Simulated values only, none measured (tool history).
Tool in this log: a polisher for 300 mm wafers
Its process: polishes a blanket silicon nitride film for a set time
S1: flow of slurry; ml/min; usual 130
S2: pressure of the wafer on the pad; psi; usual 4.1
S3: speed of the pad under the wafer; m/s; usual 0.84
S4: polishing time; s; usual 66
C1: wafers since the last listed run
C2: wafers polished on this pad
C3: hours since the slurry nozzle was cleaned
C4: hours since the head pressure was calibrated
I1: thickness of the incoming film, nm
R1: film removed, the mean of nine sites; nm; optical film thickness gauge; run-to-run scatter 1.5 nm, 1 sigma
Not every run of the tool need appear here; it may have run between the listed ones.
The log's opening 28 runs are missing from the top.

run	hour	S1	S2	S3	S4	C1	C2	C3	C4	I1	R1
29	409.8	165	5.5	0.98	66	51	291	229.8	228	768.2	188.8
30	420.2	90	4.1	0.92	88	69	361	240.2	238.4	757.8	163
31	430.1	130	4.1	0.76	66	66	427	250.1	248.3	747	118.1
32	442.2	130	3.7	0.84	56	81	509	262.2	260.4	757.7	93
33	458.8	165	4.1	0.84	77	111	620	278.8	277	758.4	146.5
34	466.5	160	3	0.58	47	51	672	286.5	284.7	750	54.3
# hour 472.1: worn pad replaced by a new one
35	507.1	130	4.1	1.02	66	245	234	327.1	325.3	762.8	144.7
36	518.7	130	4.1	0.62	66	77	312	338.7	336.9	755.4	106.9

Alternative continuations, all from the tool just after run 36; predict every row:
A	519.1	130	4.1	0.84	66	2	315	339.1	337.3	756.5	?
B	519.1	150	2.9	0.66	80	2	315	339.1	337.3	756.5	?
C	519.1	170	4.1	0.98	66	2	315	339.1	337.3	756.5	?
D	519.1	105	3.6	1.08	85	2	315	339.1	337.3	756.5	?
E	519.1	130	4.1	0.84	48	2	315	339.1	337.3	756.5	?

run	R1
A	126.1
B	100.9
C	146.1
D	161.8
E	91.7
Take away the tool's hidden state, keep each run's random variation, and the runs would have read:
run	R1
A	138.4
B	110.8
C	160.3
D	177.6
E	100.7
